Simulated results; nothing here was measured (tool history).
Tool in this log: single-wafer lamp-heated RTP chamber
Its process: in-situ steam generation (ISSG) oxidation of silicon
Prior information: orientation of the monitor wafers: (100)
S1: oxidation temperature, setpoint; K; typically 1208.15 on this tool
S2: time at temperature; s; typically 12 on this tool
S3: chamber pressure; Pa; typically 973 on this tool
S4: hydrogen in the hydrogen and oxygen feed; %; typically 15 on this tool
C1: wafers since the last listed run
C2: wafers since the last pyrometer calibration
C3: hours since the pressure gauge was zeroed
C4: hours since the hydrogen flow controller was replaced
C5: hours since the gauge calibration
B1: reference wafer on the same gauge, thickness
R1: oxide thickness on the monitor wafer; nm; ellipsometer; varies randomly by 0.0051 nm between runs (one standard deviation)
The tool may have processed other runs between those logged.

Run 1, day 0.000: usual settings; C1 0; C2 1821; C3 2711.8; C4 2211.2; C5 606.4; B1 3.421. Result: R1 3.467 nm.
Run 2, day 1.992: usual settings but S1 1198.15 K, S3 1040 Pa; C1 523; C2 2345; C3 2759.6; C4 2259.0; C5 654.2; B1 3.420. Result: R1 3.419 nm.
Run 3, day 3.133: usual settings but S4 11 %; C1 300; C2 2645; C3 2787.0; C4 2286.4; C5 681.6; B1 3.418. Result: R1 3.252 nm.
At day 4.338: pyrometer window cleaned and pyrometer calibrated.
Run 4, day 5.608: usual settings; C1 563; C2 334; C3 2846.4; C4 2345.8; C5 741.0; B1 3.420. Result: R1 3.445 nm.
Run 5, day 9.021: usual settings; C1 897; C2 1231; C3 2928.3; C4 2427.7; C5 822.9; B1 3.421. Result: R1 3.453 nm.
Run 6, day 11.350: usual settings; C1 612; C2 1844; C3 2984.2; C4 2483.6; C5 878.8; B1 3.422. Result: R1 3.465 nm.
Run 7, day 14.208: usual settings; C1 751; C2 2596; C3 3052.8; C4 2552.2; C5 947.4; B1 3.419. Result: R1 3.493 nm.
Run 8, day 15.996: usual settings; C1 470; C2 3066; C3 3095.7; C4 2595.1; C5 990.3; B1 3.420. Result: R1 3.514 nm.
At day 17.254: pyrometer window cleaned and pyrometer calibrated.
Run 9, day 18.146: usual settings; C1 477; C2 234; C3 3147.3; C4 2646.7; C5 1041.9; B1 3.420. Result: R1 3.457 nm.
Run 10, day 20.542: usual settings; C1 630; C2 864; C3 3204.8; C4 2704.2; C5 1099.4; B1 3.420. Result: R1 3.453 nm.
Run 11, day 21.921: usual settings; C1 362; C2 1227; C3 3237.9; C4 2737.3; C5 1132.5; B1 3.421. Result: R1 3.464 nm.
At day 22.783: gauge calibrated.
Run 12, day 23.367: usual settings; C1 380; C2 1607; C3 3272.6; C4 2772.0; C5 14.0; B1 3.421. Result: R1 3.479 nm.
At day 25.496: pressure gauge zeroed.
Run 13, day 25.517: usual settings; C1 477; C2 2085; C3 0.5; C4 2823.6; C5 65.6; B1 3.420. Result: R1 3.486 nm.
Run 14, day 27.025: usual settings but S2 9 s; C1 396; C2 2481; C3 36.7; C4 2859.8; C5 101.8; B1 3.419. Result: R1 3.161 nm.
At day 29.375: pyrometer window cleaned and pyrometer calibrated.
Run 15, day 29.396: usual settings but S1 1221.15 K; C1 535; C2 5; C3 93.6; C4 2916.7; C5 158.7; B1 3.418. Result: R1 3.560 nm.
At day 32.050: hydrogen flow controller replaced.
Run 16, day 32.083: usual settings; C1 619; C2 624; C3 158.1; C4 0.8; C5 223.2; B1 3.420. Result: R1 3.415 nm.
Run 17, day 33.779: usual settings; C1 445; C2 1070; C3 198.8; C4 41.5; C5 263.9; B1 3.420. Result: R1 3.417 nm.
Run 18, day 35.262: usual settings; C1 390; C2 1460; C3 234.4; C4 77.1; C5 299.5; B1 3.418. Result: R1 3.433 nm.
Run 19, day 37.508: usual settings but S2 15 s; C1 590; C2 2051; C3 288.3; C4 131.0; C5 353.4; B1 3.421. Result: R1 3.747 nm.
At day 40.312: pyrometer window cleaned and pyrometer calibrated.
Run 20, day 40.371: usual settings but S1 1203.15 K, S4 23 %; C1 665; C2 15; C3 357.0; C4 199.7; C5 422.1; B1 3.420. Result: R1 3.747 nm.

Expected results for the next run?
Run 21, day 42.650: usual settings; C1 599; C2 614; C3 411.7; C4 254.4; C5 476.8; B1 ?. Result: R1 ?.

{"run 21": {"B1": 3.421, "R1": 3.406}}
On a tool with no hidden condition, and with the same random variation, this run would have come out at R1 3.399 nm.
